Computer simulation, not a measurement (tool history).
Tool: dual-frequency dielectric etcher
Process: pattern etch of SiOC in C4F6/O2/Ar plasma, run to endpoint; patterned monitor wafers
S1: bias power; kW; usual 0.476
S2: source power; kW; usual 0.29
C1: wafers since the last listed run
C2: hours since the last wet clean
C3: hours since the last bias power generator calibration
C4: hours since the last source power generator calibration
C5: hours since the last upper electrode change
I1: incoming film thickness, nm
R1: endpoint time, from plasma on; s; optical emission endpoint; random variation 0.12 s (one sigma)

run   hour     S1    S2   C1     C2      C3      C4      C5     I1    R1
  1      0  0.526  0.29    0  410.4  1291.5  1508.9  4245.5   41.6  14.6
  2    6.1  0.476  0.29   91  416.5  1297.6    1515  4251.6  41.29  15.1
  3   18.3  0.545  0.33  183  428.7  1309.8  1527.2  4263.8  41.33  13.6
  4   31.8  0.537  0.25  203  442.2  1323.3  1540.7  4277.3  41.63  15.7
  5   46.5  0.537  0.25  221  456.9    1338  1555.4    4292  41.25  15.4
  6   61.3  0.537  0.25  222  471.7  1352.8  1570.2  4306.8  41.49  15.3
  7   68.5  0.476  0.29  108  478.9    1360  1577.4    4314  41.73  15.6
  8   77.9  0.476  0.26  141  488.3  1369.4  1586.8  4323.4  41.62  16.2
  9   94.5  0.476  0.33  249  504.9    1386  1603.4    4340  41.57  14.5
 10  111.1  0.476  0.33  249  521.5  1402.6    1620  4356.6  41.62  14.6
 11  123.7  0.476  0.29  189  534.1  1415.2  1632.6  4369.2  41.52  15.3
 12  140.1  0.476  0.29  246  550.5  1431.6    1649  4385.6  41.14  15.5
 13  148.7  0.476  0.29  129  559.1  1440.2  1657.6  4394.2  41.61  15.4
     159.1  -- source power generator calibrated
     187.3  -- wet clean of the chamber
 14  187.8  0.476  0.29  166    0.5  1479.3    28.7  4433.3  41.51  14.8
 15  198.6  0.476  0.29  162   11.3  1490.1    39.5  4444.1  41.67  14.8
 16  212.3  0.561  0.24  206     25  1503.8    53.2  4457.8  41.69  15.1
 17  219.6  0.476  0.29  109   32.3  1511.1    60.5  4465.1  41.53  14.8
 18  227.6  0.476  0.29  120   40.3  1519.1    68.5  4473.1  41.15  14.5
 19  239.4  0.593  0.26  177   52.1  1530.9    80.3  4484.9  41.51  14.1
 20  255.6  0.517  0.29  243   68.3  1547.1    96.5  4501.1  40.92  14.3
 21  273.4  0.412  0.32  267   86.1  1564.9   114.3  4518.9  41.55  15.1
       284  -- bias power generator calibrated
     336.4  -- upper electrode replaced
 22  336.9  0.434  0.32  533  149.6    52.9   177.8     0.5   41.7  14.8
 23  337.2  0.541  0.34    4  149.9    53.2   178.1     0.8  41.31  13.5
 24  350.2  0.423  0.29  195  162.9    66.2   191.1    13.8  41.26  15.8
 25  366.4  0.545  0.33  243  179.1    82.4   207.3      30  41.34  13.5
 26    374  0.524  0.36  114  186.7      90   214.9    37.6  41.08    13
 27  388.2  0.476  0.23  213  200.9   104.2   229.1    51.8  41.09  16.5
 28  398.4  0.476  0.27  153  211.1   114.4   239.3      62  41.84  15.6
 29  407.7   0.52  0.25  139  220.4   123.7   248.6    71.3  41.84  15.6
 30  422.5  0.365  0.27  222  235.2   138.5   263.4    86.1  41.56  17.3
 31  431.9   0.44  0.32  141  244.6   147.9   272.8    95.5  41.65    15
 32    446  0.579  0.36  212  258.7     162   286.9   109.6  41.87  12.9
 33  459.4  0.377  0.27  201  272.1   175.4   300.3     123  41.79  17.4
 34  469.6  0.476  0.29  153  282.3   185.6   310.5   133.2   41.3  15.1

What the log doesn't show, run by run:
bias power that arrives over what is set, %: 0 in every run
source power that arrives over what is set, %: 0 in every run
H1: etch rate over this chamber's usual, %
run      H1
  1   -3.19
  2   -3.24
  3   -3.35
  4   -3.47
  5   -3.61
  6   -3.74
  7    -3.8
  8   -3.89
  9   -4.04
 10   -4.18
 11    -4.3
 12   -4.44
 13   -4.52
 14   -0.38
 15  -0.476
 16  -0.599
 17  -0.664
 18  -0.736
 19  -0.842
 20  -0.987
 21   -1.15
 22   -1.72
 23   -1.72
 24   -1.83
 25   -1.98
 26   -2.05
 27   -2.17
 28   -2.27
 29   -2.35
 30   -2.48
 31   -2.57
 32   -2.69
 33   -2.81
 34    -2.9

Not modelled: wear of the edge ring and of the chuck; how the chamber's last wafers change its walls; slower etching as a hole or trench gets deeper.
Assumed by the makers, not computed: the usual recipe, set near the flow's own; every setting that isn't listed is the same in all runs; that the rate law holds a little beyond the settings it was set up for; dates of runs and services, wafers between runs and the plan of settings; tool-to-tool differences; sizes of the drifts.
